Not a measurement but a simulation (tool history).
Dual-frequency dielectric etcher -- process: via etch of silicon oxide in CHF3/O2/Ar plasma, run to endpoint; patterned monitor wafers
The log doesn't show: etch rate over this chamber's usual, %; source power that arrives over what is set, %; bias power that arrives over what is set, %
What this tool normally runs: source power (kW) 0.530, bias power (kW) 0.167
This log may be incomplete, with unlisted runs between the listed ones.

run	hour	source power (kW)	bias power (kW)	wafers since the last listed run	hours since the last wet clean	hours since the last source power generator calibration	hours since the last bias power generator calibration	hours since the last upper electrode change	incoming incoming film thickness, nm	endpoint time (s)
1	0.0	0.450	0.167	0	517.4	1942.5	3532.1	3720.3	754.4	377.6
2	6.4	0.450	0.167	24	523.8	1948.9	3538.5	3726.7	752.0	375.6
3	22.6	0.500	0.167	61	540.0	1965.1	3554.7	3742.9	752.2	355.3
4	31.6	0.500	0.167	34	549.0	1974.1	3563.7	3751.9	757.3	358.4
5	49.0	0.600	0.180	66	566.4	1991.5	3581.1	3769.3	764.1	334.4
6	66.4	0.600	0.180	66	583.8	2008.9	3598.5	3786.7	752.2	328.5
7	84.3	0.600	0.180	68	601.7	2026.8	3616.4	3804.6	751.0	324.7
8	91.0	0.530	0.167	25	608.4	2033.5	3623.1	3811.3	758.8	352.9
9	102.5	0.530	0.167	43	619.9	2045.0	3634.6	3822.8	761.5	360.5
10	111.0	0.460	0.167	32	628.4	2053.5	3643.1	3831.3	750.4	369.3
# hour 124.2: source power generator calibrated
# hour 151.8: bias power generator calibrated
# hour 152.5: wet clean of the chamber
# hour 155.7: upper electrode replaced
11	156.2	0.530	0.167	126	3.7	32.0	4.4	0.5	758.5	352.3
12	156.6	0.590	0.145	1	4.1	32.4	4.8	0.9	759.9	360.7
13	173.9	0.600	0.178	65	21.4	49.7	22.1	18.2	759.1	332.1
14	189.6	0.580	0.190	59	37.1	65.4	37.8	33.9	761.4	335.7
15	197.8	0.530	0.134	31	45.3	73.6	46.0	42.1	750.5	375.1
16	214.8	0.530	0.167	64	62.3	90.6	63.0	59.1	763.6	360.4
17	226.0	0.630	0.145	42	73.5	101.8	74.2	70.3	754.0	343.7
18	234.1	0.620	0.200	30	81.6	109.9	82.3	78.4	749.5	307.9
19	247.7	0.580	0.167	51	95.2	123.5	95.9	92.0	765.5	348.2
20	260.0	0.610	0.131	46	107.5	135.8	108.2	104.3	755.4	359.6

3 ways to go on from here, each from the tool as it stands after run 20. What would each give?
A	260.5	0.530	0.192	1	108.0	136.3	108.7	104.8	755.1	?
B	260.5	0.560	0.197	1	108.0	136.3	108.7	104.8	755.1	?
C	260.5	0.530	0.138	1	108.0	136.3	108.7	104.8	755.1	?

run	endpoint time (s)
A	338.6
B	329.1
C	377.3
With the hidden condition removed and each run's random variation left untouched, the same runs would have given:
run	endpoint time (s)
A	338.6
B	329.1
C	377.3
